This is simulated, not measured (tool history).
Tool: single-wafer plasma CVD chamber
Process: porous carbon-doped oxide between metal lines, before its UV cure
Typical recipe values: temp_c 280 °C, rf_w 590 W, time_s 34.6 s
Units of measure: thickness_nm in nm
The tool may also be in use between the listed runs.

run	day	temp_c	rf_w	time_s	wafers since the last listed run	hours since the last thermocouple change	hours since the last RF generator calibration	hours since the showerhead was replaced	hours since the gauge calibration	read-back reference wafer on the same gauge, thickness_nm	thickness_nm
1	0.000	280	590	34.6	0	2183.5	657.5	7884.8	294.9	207.026	223.096
2	0.679	274	625	34.6	498	2199.8	673.8	7901.1	311.2	207.027	243.882
# day 1.342: gauge calibrated
3	2.762	274	625	34.6	1528	2249.8	723.8	7951.1	34.1	207.001	243.453
4	4.125	280	590	34.6	999	2282.5	756.5	7983.8	66.8	207.016	221.071
5	5.129	280	590	34.6	736	2306.6	780.6	8007.9	90.9	206.955	221.632
6	5.983	280	590	34.6	626	2327.1	801.1	8028.4	111.4	206.972	220.825
7	7.004	280	630	34.6	749	2351.6	825.6	8052.9	135.9	207.032	231.514
8	8.246	280	630	34.6	911	2381.4	855.4	8082.7	165.7	207.011	231.142
9	9.000	280	590	34.6	553	2399.5	873.5	8100.8	183.8	206.940	220.288
# day 9.771: showerhead replaced
10	9.888	280	590	34.6	406	2420.8	894.8	2.8	205.1	207.052	219.609
# day 10.696: RF generator calibrated
11	11.017	280	590	37.5	584	2447.9	7.7	29.9	232.2	207.032	243.000
12	12.233	272	590	34.6	892	2477.1	36.9	59.1	261.4	207.113	238.283
13	13.058	280	475	34.6	605	2496.9	56.7	78.9	281.2	207.012	188.553
# day 15.746: gauge calibrated
# day 16.779: thermocouple changed; heater temperature recalibrated
14	17.121	269	640	34.6	2736	8.2	154.2	176.4	33.0	206.919	273.931
15	17.675	280	590	31.1	406	21.5	167.5	189.7	46.3	206.960	213.832
16	18.308	274	625	34.6	464	36.7	182.7	204.9	61.5	207.106	257.933
17	19.162	275	485	28.3	626	57.2	203.2	225.4	82.0	207.024	171.422
18	20.062	280	590	34.6	660	78.8	224.8	247.0	103.6	207.031	236.497
19	21.329	280	590	31.1	929	109.2	255.2	277.4	134.0	206.943	212.322
20	22.288	266	705	30.2	703	132.2	278.2	300.4	157.0	206.983	263.207
21	23.000	275	650	34.6	522	149.3	295.3	317.5	174.1	206.917	263.206
22	24.138	291	590	32.5	834	176.6	322.6	344.8	201.4	206.978	204.194

A few steps of thickness_nm between consecutive runs. Split each: what settings, incoming material and random variation would produce without the hidden state, and what is left over for the hidden state, along with gauge scatter present in only one of the two compared results (measured, and without hidden state):
The hidden state here: wafer temperature above the value expected at the setpoint (K); delivered RF power above the setpoint (%); gauge reads high (%).
Run 10 -> 11: time_s 34.6 -> 37.5, RF generator calibrated. thickness_nm +23.391 nm: hidden state +5.101, all else +18.290.
Run 13 -> 14: temp_c 280 -> 269, rf_w 475 -> 640, gauge calibrated, thermocouple changed; heater temperature recalibrated. thickness_nm +85.378 nm: hidden state +9.370, all else +76.008.
Run 16 -> 17: temp_c 274 -> 275, rf_w 625 -> 485, time_s 34.6 -> 28.3. thickness_nm -86.511 nm: hidden state +0.259, all else -86.770.
